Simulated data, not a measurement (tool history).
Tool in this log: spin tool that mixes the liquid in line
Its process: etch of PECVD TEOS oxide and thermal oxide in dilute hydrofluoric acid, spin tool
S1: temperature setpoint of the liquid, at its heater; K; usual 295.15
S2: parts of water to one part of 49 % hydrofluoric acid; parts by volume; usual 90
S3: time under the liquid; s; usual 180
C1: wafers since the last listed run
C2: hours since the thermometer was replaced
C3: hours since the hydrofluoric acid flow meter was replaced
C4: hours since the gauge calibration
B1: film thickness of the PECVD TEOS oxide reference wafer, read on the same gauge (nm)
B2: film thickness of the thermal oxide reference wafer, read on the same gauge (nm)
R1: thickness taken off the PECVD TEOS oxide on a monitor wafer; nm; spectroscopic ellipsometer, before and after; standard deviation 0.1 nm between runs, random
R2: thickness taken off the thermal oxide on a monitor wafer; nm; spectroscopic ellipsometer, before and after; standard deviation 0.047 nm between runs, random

run	hour	S1	S2	S3	C1	C2	C3	C4	B1	B2	R1	R2
1	0	295.15	90	180	0	2506.5	166.5	496.7	90	50.02	18.37	9.26
2	45.4	295.15	90	180	372	2551.9	211.9	542.1	90.01	50	18.46	9.3
3	108.1	295.15	90	180	514	2614.6	274.6	604.8	90	49.99	18.78	9.4
4	155.3	295.15	90	260	387	2661.8	321.8	652	90.02	50.03	27.51	13.7
5	183.5	295.15	90	260	231	2690	350	680.2	89.97	50	27.87	13.93
# hour 227.6: hydrofluoric acid flow meter replaced
6	235.9	295.15	90	180	421	2742.4	8.3	732.6	90.03	49.98	17.84	9.02
7	306.2	295.15	90	180	577	2812.7	78.6	802.9	90.03	50.01	18.23	9.14
8	432.9	297.15	90	180	1040	2939.4	205.3	929.6	90	49.98	20.16	10.1
9	470.2	297.15	90	180	306	2976.7	242.6	966.9	89.97	50	20.61	10.28
10	541.8	297.15	90	180	587	3048.3	314.2	1038.5	90.01	50.02	20.81	10.45
11	601.3	295.15	90	180	488	3107.8	373.7	1098	90.01	49.99	19.7	9.81
12	662.5	295.15	90	180	502	3169	434.9	1159.2	89.99	49.98	19.68	9.94
13	694.1	300.15	125	90	259	3200.6	466.5	1190.8	89.99	50.01	8.38	4.14
# hour 706.7: hydrofluoric acid flow meter replaced
14	752	295.15	90	180	467	3258.5	45.3	1248.7	90	49.99	18.56	9.23
# hour 759.3: thermometer replaced
# hour 784.4: gauge calibrated
15	793.9	292.65	70	120	335	34.6	87.2	9.5	89.98	50.02	13.06	6.59
16	818.6	295.15	90	210	202	59.3	111.9	34.2	89.99	50	19.36	9.75
17	866.2	297.15	90	280	390	106.9	159.5	81.8	90	50	28.14	14.35
18	911.8	295.15	90	180	374	152.5	205.1	127.4	89.98	49.99	16.95	8.44
19	941.2	299.15	70	180	241	181.9	234.5	156.8	90.03	50	26.42	13.36
20	993.3	297.15	90	180	427	234	286.6	208.9	89.98	49.98	18.79	9.49
21	1035.2	295.15	65	285	343	275.9	328.5	250.8	90	50.02	39.37	19.85
22	1072.8	290.65	90	110	308	313.5	366.1	288.4	89.99	49.97	8.95	4.52
# hour 1112.3: hydrofluoric acid flow meter replaced
23	1116.3	292.65	60	95	348	357	4	331.9	90	50.02	11.97	6.03
24	1171.5	292.65	60	95	453	412.2	59.2	387.1	90.01	49.99	12.05	6.2
25	1229.4	291.15	135	150	475	470.1	117.1	445	89.99	50.02	7.56	3.78

What was the tool's hidden state at every run in the log?
gauge reads high (%): 0 on each run
H1: liquid hotter than its thermometer reads (K)
H2: hydrofluoric acid flow above the setpoint (%)
run	H1	H2
1	2.48	3.31
2	2.52	4.16
3	2.58	5.33
4	2.62	6.21
5	2.64	6.74
6	2.68	0.299
7	2.74	1.61
8	2.85	3.98
9	2.88	4.68
10	2.94	6.02
11	3	7.14
12	3.05	8.28
13	3.07	8.87
14	3.12	1.93
15	0.139	2.72
16	0.16	3.18
17	0.201	4.07
18	0.24	4.92
19	0.265	5.47
20	0.309	6.45
21	0.345	7.23
22	0.377	7.94
23	0.414	0.302
24	0.461	1.33
25	0.51	2.42
